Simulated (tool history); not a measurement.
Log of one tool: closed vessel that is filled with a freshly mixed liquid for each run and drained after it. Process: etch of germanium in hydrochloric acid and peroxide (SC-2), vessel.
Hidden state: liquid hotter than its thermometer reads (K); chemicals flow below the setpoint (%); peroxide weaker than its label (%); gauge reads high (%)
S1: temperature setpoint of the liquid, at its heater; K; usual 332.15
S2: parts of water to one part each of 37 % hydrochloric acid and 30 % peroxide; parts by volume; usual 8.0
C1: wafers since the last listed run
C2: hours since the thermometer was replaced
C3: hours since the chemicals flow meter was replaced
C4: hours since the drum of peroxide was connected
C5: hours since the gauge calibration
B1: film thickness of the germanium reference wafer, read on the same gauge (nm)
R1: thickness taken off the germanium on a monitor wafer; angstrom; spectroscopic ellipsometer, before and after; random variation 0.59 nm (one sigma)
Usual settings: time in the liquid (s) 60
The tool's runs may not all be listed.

run 1 day=0.000 | S1=336.15 S2=8.0 time_in_the_liquid_(s)=60 | C1=0 C2=913.8 C3=1239.9 C4=47.7 C5=822.3 | B1=61.70 | R1=1631.2
run 2 day=1.312 | S1=332.15 S2=8.0 time_in_the_liquid_(s)=60 | C1=3223 C2=945.3 C3=1271.4 C4=79.2 C5=853.8 | B1=61.79 | R1=1448.4
run 3 day=2.296 | S1=332.15 S2=8.0 time_in_the_liquid_(s)=60 | C1=2415 C2=968.9 C3=1295.0 C4=102.8 C5=877.4 | B1=61.90 | R1=1458.9
run 4 day=3.042 | S1=332.15 S2=8.0 time_in_the_liquid_(s)=60 | C1=1831 C2=986.8 C3=1312.9 C4=120.7 C5=895.3 | B1=61.95 | R1=1478.4
run 5 day=3.546 | S1=332.15 S2=8.0 time_in_the_liquid_(s)=60 | C1=1238 C2=998.9 C3=1325.0 C4=132.8 C5=907.4 | B1=62.02 | R1=1464.5
run 6 day=4.192 | S1=332.15 S2=8.0 time_in_the_liquid_(s)=60 | C1=1586 C2=1014.4 C3=1340.5 C4=148.3 C5=922.9 | B1=62.08 | R1=1477.6
run 7 day=4.796 | S1=332.15 S2=8.0 time_in_the_liquid_(s)=60 | C1=1483 C2=1028.9 C3=1355.0 C4=162.8 C5=937.4 | B1=62.12 | R1=1461.1
run 8 day=6.108 | S1=332.15 S2=8.0 time_in_the_liquid_(s)=60 | C1=3223 C2=1060.4 C3=1386.5 C4=194.3 C5=968.9 | B1=62.25 | R1=1471.2
run 9 day=7.350 | S1=328.65 S2=11.0 time_in_the_liquid_(s)=90 | C1=3049 C2=1090.2 C3=1416.3 C4=224.1 C5=998.7 | B1=62.35 | R1=1919.0
-- day=8.642 gauge calibrated
run 10 day=8.792 | S1=332.15 S2=8.0 time_in_the_liquid_(s)=60 | C1=3540 C2=1124.8 C3=1450.9 C4=258.7 C5=3.6 | B1=60.37 | R1=1421.9
run 11 day=9.438 | S1=332.15 S2=8.0 time_in_the_liquid_(s)=60 | C1=1586 C2=1140.3 C3=1466.4 C4=274.2 C5=19.1 | B1=60.34 | R1=1423.8
run 12 day=10.762 | S1=332.15 S2=8.0 time_in_the_liquid_(s)=60 | C1=3254 C2=1172.1 C3=1498.2 C4=306.0 C5=50.9 | B1=60.38 | R1=1423.1
run 13 day=12.088 | S1=327.65 S2=9.0 time_in_the_liquid_(s)=60 | C1=3254 C2=1203.9 C3=1530.0 C4=337.8 C5=82.7 | B1=60.39 | R1=1233.9
run 14 day=12.688 | S1=332.15 S2=8.0 time_in_the_liquid_(s)=80 | C1=1473 C2=1218.3 C3=1544.4 C4=352.2 C5=97.1 | B1=60.39 | R1=1915.5
run 15 day=13.862 | S1=335.15 S2=8.0 time_in_the_liquid_(s)=80 | C1=2885 C2=1246.5 C3=1572.6 C4=380.4 C5=125.3 | B1=60.40 | R1=2075.9
run 16 day=14.821 | S1=332.15 S2=8.0 time_in_the_liquid_(s)=30 | C1=2353 C2=1269.5 C3=1595.6 C4=403.4 C5=148.3 | B1=60.41 | R1=715.8
run 17 day=15.429 | S1=322.65 S2=8.0 time_in_the_liquid_(s)=60 | C1=1494 C2=1284.1 C3=1610.2 C4=418.0 C5=162.9 | B1=60.46 | R1=1074.9
-- day=16.617 chemicals flow meter replaced
run 18 day=16.850 | S1=323.15 S2=9.5 time_in_the_liquid_(s)=60 | C1=3387 C2=1318.2 C3=5.6 C4=452.1 C5=197.0 | B1=60.45 | R1=1069.5
-- day=19.358 thermometer replaced
run 19 day=20.929 | S1=335.65 S2=6.0 time_in_the_liquid_(s)=30 | C1=9916 C2=37.7 C3=103.5 C4=550.0 C5=294.9 | B1=60.56 | R1=814.7
run 20 day=22.429 | S1=324.65 S2=8.0 time_in_the_liquid_(s)=60 | C1=3684 C2=73.7 C3=139.5 C4=586.0 C5=330.9 | B1=60.63 | R1=1145.3
run 21 day=23.229 | S1=337.15 S2=8.0 time_in_the_liquid_(s)=60 | C1=1964 C2=92.9 C3=158.7 C4=605.2 C5=350.1 | B1=60.63 | R1=1650.5
run 22 day=24.408 | S1=332.15 S2=8.0 time_in_the_liquid_(s)=60 | C1=2896 C2=121.2 C3=187.0 C4=633.5 C5=378.4 | B1=60.68 | R1=1418.9
run 23 day=25.767 | S1=325.65 S2=7.0 time_in_the_liquid_(s)=60 | C1=3336 C2=153.8 C3=219.6 C4=666.1 C5=411.0 | B1=60.73 | R1=1182.2
-- day=25.854 new drum of peroxide connected
run 24 day=28.804 | S1=332.15 S2=8.0 time_in_the_liquid_(s)=60 | C1=7358 C2=226.7 C3=292.5 C4=70.8 C5=483.9 | B1=60.87 | R1=1440.0
run 25 day=29.312 | S1=327.15 S2=8.0 time_in_the_liquid_(s)=60 | C1=1248 C2=238.9 C3=304.7 C4=83.0 C5=496.1 | B1=60.92 | R1=1231.0
run 26 day=30.321 | S1=332.15 S2=8.0 time_in_the_liquid_(s)=60 | C1=2476 C2=263.1 C3=328.9 C4=107.2 C5=520.3 | B1=60.94 | R1=1431.4
run 27 day=33.188 | S1=332.15 S2=8.0 time_in_the_liquid_(s)=60 | C1=7040 C2=331.9 C3=397.7 C4=176.0 C5=589.1 | B1=61.10 | R1=1438.5
run 28 day=34.633 | S1=332.15 S2=8.0 time_in_the_liquid_(s)=60 | C1=3551 C2=366.6 C3=432.4 C4=210.7 C5=623.8 | B1=61.23 | R1=1446.7
run 29 day=35.333 | S1=332.15 S2=8.0 time_in_the_liquid_(s)=60 | C1=1719 C2=383.4 C3=449.2 C4=227.5 C5=640.6 | B1=61.23 | R1=1453.3
run 30 day=36.558 | S1=337.15 S2=8.0 time_in_the_liquid_(s)=35 | C1=3008 C2=412.8 C3=478.6 C4=256.9 C5=670.0 | B1=61.33 | R1=984.5
run 31 day=37.396 | S1=332.15 S2=8.0 time_in_the_liquid_(s)=35 | C1=2057 C2=432.9 C3=498.7 C4=277.0 C5=690.1 | B1=61.37 | R1=838.1

How the hidden state differs across the entries between the runs, from the last listed run before each to the first after it:
Between runs 9 and 10: gauge calibrated (day 8.642)
  gauge reads high (%): 3.95 -> 0.622
  measured less the result without the state, R1: +73.0 -> +8.8 angstrom
Between runs 17 and 18: chemicals flow meter replaced (day 16.617)
  gauge reads high (%): 0.716 -> 0.759
  measured less the result without the state, R1: +7.7 -> +8.1 angstrom
Between runs 18 and 19: thermometer replaced (day 19.358)
  gauge reads high (%): 0.759 -> 0.929
  measured less the result without the state, R1: +8.1 -> +7.5 angstrom
Between runs 23 and 24: new drum of peroxide connected (day 25.854)
  gauge reads high (%): 1.22 -> 1.45
  measured less the result without the state, R1: +14.3 -> +20.6 angstrom
